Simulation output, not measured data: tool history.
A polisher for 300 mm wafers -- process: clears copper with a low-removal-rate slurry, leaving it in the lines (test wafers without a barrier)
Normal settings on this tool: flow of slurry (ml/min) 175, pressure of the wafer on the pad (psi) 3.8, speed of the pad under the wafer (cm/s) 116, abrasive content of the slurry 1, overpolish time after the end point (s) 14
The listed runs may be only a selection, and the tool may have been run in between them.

run	hour	flow of slurry (ml/min)	pressure of the wafer on the pad (psi)	speed of the pad under the wafer (cm/s)	abrasive content of the slurry	overpolish time after the end point (s)	incoming thickness of the incoming film, nm	time until the end point was called (s)	dishing of a wide line in a test structure (angstrom)
1	0	175	3.8	116	1	19	468.7	95.3	616
# hour 31.2: slurry blender recalibrated
2	57.1	175	3.8	116	1	19	471.8	100.6	602
3	100.3	175	3.8	116	1	14	468.4	100.4	466
4	131.6	175	3.8	116	1	14	469.8	102.5	462
5	193.9	175	3.4	116	1	14	474.1	115.2	414
# hour 208.6: slurry nozzle cleaned
# hour 229: worn pad replaced by a new one
# hour 295.9: slurry blender recalibrated, repeated, since the last time left the tool worse
6	342.3	175	3.4	116	1	14	469.9	103.4	439
7	375.1	175	3.8	116	1	14	462.4	90.3	497
8	431.3	175	3.8	116	1	14	462.1	92.2	501
9	486.5	175	3.8	116	1	14	470.8	95.2	495
10	524.6	175	3.8	116	1.15	12	475.2	92.4	452
11	548.9	175	3.8	102	1	14	476	107.2	438
# hour 563.6: worn pad replaced by a new one
# hour 584: slurry nozzle cleaned
# hour 656.9: head pressure recalibrated
12	698.1	175	3.8	156	1	20	478.3	73.5	809
# hour 747.3: slurry blender recalibrated
13	751.7	175	3.8	116	1	19	466.7	91.6	648
14	812.5	175	3.8	116	1	14	467.8	91.3	497
15	862.9	145	4.2	116	1	14	463.7	85.5	524
16	905.2	175	3.4	116	1.1	14	475.5	102.8	459
# hour 931.9: worn pad replaced by a new one
17	936.2	175	3.8	86	1	20	479.2	126.4	525
# hour 951: slurry nozzle cleaned
18	994.6	175	3.8	116	1	14	468.5	93.8	492
19	1034.3	230	3.8	76	1	21	466.5	135.9	503
20	1095.8	195	4.9	116	1.1	11	468.4	71.3	514
21	1161	175	3.8	100	1	14	469.9	111	424
# hour 1201.3: slurry blender recalibrated
22	1218.5	175	4.9	116	1.3	14	472.6	67.6	655
23	1268.1	175	3.8	116	1	14	469.6	91.4	513
# hour 1307.3: slurry nozzle cleaned
24	1326.3	175	3.8	140	1	14	474.2	77.9	575
# hour 1332.1: worn pad replaced by a new one
25	1381.4	140	3.2	116	1	14	462.9	114.4	410
26	1450.5	175	3.8	116	1	14	465	92	498
27	1554.1	220	3.8	144	1	20	470.6	75.5	778

Predict each of these 5 candidate next runs independently; none follows another, all start after run 27:
A	1554.6	175	2.8	116	1	14	472.7	?	?
B	1554.6	175	4.9	128	1.3	21	472.7	?	?
C	1554.6	135	5	84	0.85	14	472.7	?	?
D	1554.6	175	3.8	130	0.85	14	472.7	?	?
E	1554.6	190	3.8	96	1.25	10	472.7	?	?

run	time until the end point was called (s)	dishing of a wide line in a test structure (angstrom)
A	130.1	363
B	63.9	914
C	108.2	435
D	88.6	511
E	108.6	319
Stripped of hidden state, with their random variation kept, the same runs would have yielded:
run	time until the end point was called (s)	dishing of a wide line in a test structure (angstrom)
A	125.5	374
B	61.6	938
C	104.5	449
D	85.5	526
E	104.7	330
